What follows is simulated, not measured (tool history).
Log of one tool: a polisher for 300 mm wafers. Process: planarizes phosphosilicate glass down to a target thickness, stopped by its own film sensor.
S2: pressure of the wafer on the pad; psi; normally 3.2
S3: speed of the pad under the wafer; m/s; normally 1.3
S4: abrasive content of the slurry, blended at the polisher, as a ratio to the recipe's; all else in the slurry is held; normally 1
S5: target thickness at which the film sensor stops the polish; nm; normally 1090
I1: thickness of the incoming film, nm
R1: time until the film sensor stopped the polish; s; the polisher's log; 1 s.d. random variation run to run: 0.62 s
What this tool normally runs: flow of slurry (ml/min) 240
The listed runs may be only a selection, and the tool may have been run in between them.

run 1 day=0 | flow_of_slurry_(ml/min)=240 S2=3.2 S3=1.3 S4=1 S5=1090 | I1=1775.8 | R1=67.1
-- day=0.45 worn pad replaced by a new one
-- day=0.779 slurry blender recalibrated
run 2 day=1.171 | flow_of_slurry_(ml/min)=240 S2=3.2 S3=1.3 S4=1 S5=1090 | I1=1803.7 | R1=70
run 3 day=1.829 | flow_of_slurry_(ml/min)=240 S2=3.2 S3=1.3 S4=1 S5=1090 | I1=1776.1 | R1=67.9
run 4 day=3.188 | flow_of_slurry_(ml/min)=240 S2=3.2 S3=1.3 S4=1 S5=1090 | I1=1789.4 | R1=70.1
run 5 day=4.025 | flow_of_slurry_(ml/min)=275 S2=3.2 S3=1.3 S4=1 S5=1090 | I1=1777.4 | R1=67.5
run 6 day=4.938 | flow_of_slurry_(ml/min)=240 S2=3.2 S3=1.66 S4=1 S5=1090 | I1=1779.7 | R1=58.9
-- day=5.217 worn pad replaced by a new one
run 7 day=6.333 | flow_of_slurry_(ml/min)=240 S2=3.2 S3=1.66 S4=1 S5=1090 | I1=1771.1 | R1=58
run 8 day=7.546 | flow_of_slurry_(ml/min)=240 S2=3.2 S3=1.3 S4=0.8 S5=1090 | I1=1764.7 | R1=73.7
run 9 day=8.35 | flow_of_slurry_(ml/min)=240 S2=3.2 S3=1.3 S4=0.8 S5=1090 | I1=1758.4 | R1=74.1
-- day=8.858 worn pad replaced by a new one
run 10 day=9.438 | flow_of_slurry_(ml/min)=205 S2=3.2 S3=1.5 S4=1 S5=1090 | I1=1750.9 | R1=65.6
-- day=10.267 slurry nozzle cleaned
run 11 day=10.588 | flow_of_slurry_(ml/min)=240 S2=3.2 S3=1.3 S4=1 S5=1090 | I1=1793.5 | R1=66.7
run 12 day=11.996 | flow_of_slurry_(ml/min)=240 S2=3.2 S3=1.14 S4=1 S5=1090 | I1=1758.9 | R1=70.5
-- day=12.471 worn pad replaced by a new one
run 13 day=13.054 | flow_of_slurry_(ml/min)=240 S2=2.8 S3=1.62 S4=1.15 S5=1272 | I1=1758.8 | R1=41.5
run 14 day=14.004 | flow_of_slurry_(ml/min)=275 S2=3.2 S3=1.3 S4=1 S5=1090 | I1=1745.9 | R1=62.8
-- day=14.458 slurry blender recalibrated
-- day=14.683 head pressure recalibrated
run 15 day=15.225 | flow_of_slurry_(ml/min)=190 S2=3.2 S3=1.3 S4=1 S5=1282 | I1=1746.3 | R1=46.3
-- day=15.6 conditioning disc replaced and pad reconditioned
run 16 day=15.888 | flow_of_slurry_(ml/min)=240 S2=3.2 S3=1.3 S4=1 S5=1090 | I1=1786.5 | R1=67.5

Predict the results of run 17:
-- day=16.75 worn pad replaced by a new one
run 17 day=16.771 | flow_of_slurry_(ml/min)=300 S2=3.8 S3=1.3 S4=0.9 S5=1325 | I1=1759.1 | R1=?

R1: 37.5 s
Minus the tool's unlogged condition, the same run would have read R1 37.4 s.
